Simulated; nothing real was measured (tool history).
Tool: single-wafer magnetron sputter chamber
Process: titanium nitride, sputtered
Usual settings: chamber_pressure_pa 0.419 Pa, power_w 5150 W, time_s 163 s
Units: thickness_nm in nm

run,hour,chamber_pressure_pa,power_w,time_s,wafers since the last listed run,wafers on the sputter target,hours since the last manometer calibration,hours since the magnet pack was replaced,hours since the gauge calibration,"read-back reference wafer on the same gauge, thickness_nm",thickness_nm
1,0.0,0.419,5150,163,0,3577,1225.4,9961.6,192.9,173.202,145.879
2,36.0,0.318,5150,178,269,3846,1261.4,9997.6,228.9,173.056,163.664
3,97.2,0.486,4200,163,457,4304,1322.6,10058.8,290.1,172.796,125.564
4,121.4,0.486,4200,163,180,4485,1346.8,10083.0,314.3,172.723,125.746
5,150.7,0.419,5150,163,219,4704,1376.1,10112.3,343.6,172.600,145.128
6,180.5,0.419,5150,163,222,4927,1405.9,10142.1,373.4,172.442,145.540
# hour 228.6: capacitance manometer re-zeroed and calibrated
7,244.0,0.419,5150,163,414,5341,15.4,10205.6,436.9,172.194,145.317
8,289.9,0.419,5150,146,343,5685,61.3,10251.5,482.8,172.145,129.553
9,358.2,0.419,5150,163,510,6195,129.6,10319.8,551.1,172.032,144.342
10,400.4,0.419,5150,163,315,6511,171.8,10362.0,593.3,171.739,144.816
11,470.0,0.554,5900,183,520,7031,241.4,10431.6,662.9,171.577,170.613
12,512.6,0.554,5600,142,318,7350,284.0,10474.2,705.5,171.476,128.001
# hour 541.5: magnet pack replaced
13,573.7,0.541,6250,153,397,7747,345.1,32.2,766.6,171.421,149.371
# hour 692.8: sputter target and shields replaced
14,722.2,0.325,5150,163,1050,219,493.6,180.7,915.1,171.140,147.461
15,774.7,0.419,5650,163,392,612,546.1,233.2,967.6,170.882,153.347
16,806.2,0.318,5150,178,235,847,577.6,264.7,999.1,170.949,161.989
17,876.9,0.419,5900,153,528,1376,648.3,335.4,1069.8,170.819,147.938
18,943.6,0.419,4650,133,498,1875,715.0,402.1,1136.5,170.820,109.764
19,984.0,0.419,5150,163,302,2177,755.4,442.5,1176.9,170.718,143.929
20,1038.5,0.419,5150,163,407,2584,809.9,497.0,1231.4,170.527,143.886
21,1093.5,0.567,6250,179,411,2995,864.9,552.0,1286.4,170.593,172.164
22,1135.4,0.354,5150,153,313,3309,906.8,593.9,1328.3,170.440,137.792
23,1165.3,0.322,5150,163,223,3532,936.7,623.8,1358.2,170.559,147.822
24,1210.5,0.419,5800,131,337,3870,981.9,669.0,1403.4,170.357,124.566
25,1263.7,0.271,6000,148,397,4268,1035.1,722.2,1456.6,170.481,150.925
26,1316.5,0.419,4350,131,394,4663,1087.9,775.0,1509.4,170.203,103.799
27,1345.6,0.419,5150,163,217,4880,1117.0,804.1,1538.5,170.437,143.235
28,1383.3,0.534,5650,142,281,5162,1154.7,841.8,1576.2,170.236,128.660
29,1417.2,0.329,6250,134,253,5416,1188.6,875.7,1610.1,170.275,138.289
30,1462.6,0.419,5150,163,339,5755,1234.0,921.1,1655.5,170.174,143.411
31,1534.6,0.525,5550,163,538,6294,1306.0,993.1,1727.5,170.116,145.915
32,1578.7,0.419,4350,163,329,6623,1350.1,1037.2,1771.6,169.992,128.855
33,1625.5,0.282,5150,163,349,6973,1396.9,1084.0,1818.4,170.147,149.308
34,1655.2,0.318,5150,178,222,7195,1426.6,1113.7,1848.1,170.117,161.385
# hour 1696.7: capacitance manometer re-zeroed and calibrated
35,1706.3,0.514,3900,137,322,7518,9.6,1164.8,1899.2,170.025,98.398

How the hidden state differs across the entries between the runs, from the last listed run before each to the first after it:
Between runs 6 and 7: capacitance manometer re-zeroed and calibrated (hour 228.6)
  gauge reads high (%): -1.44 -> -1.56
  measured less the result without the state, thickness_nm: -2.128 -> -2.309 nm
Between runs 12 and 13: magnet pack replaced (hour 541.5)
  gauge reads high (%): -1.99 -> -2.06
  measured less the result without the state, thickness_nm: -2.595 -> -3.149 nm
Between runs 13 and 14: sputter target and shields replaced (hour 692.8)
  gauge reads high (%): -2.06 -> -2.23
  measured less the result without the state, thickness_nm: -3.149 -> -3.364 nm
Between runs 34 and 35: capacitance manometer re-zeroed and calibrated (hour 1696.7)
  gauge reads high (%): -2.79 -> -2.81
  measured less the result without the state, thickness_nm: -4.633 -> -2.842 nm

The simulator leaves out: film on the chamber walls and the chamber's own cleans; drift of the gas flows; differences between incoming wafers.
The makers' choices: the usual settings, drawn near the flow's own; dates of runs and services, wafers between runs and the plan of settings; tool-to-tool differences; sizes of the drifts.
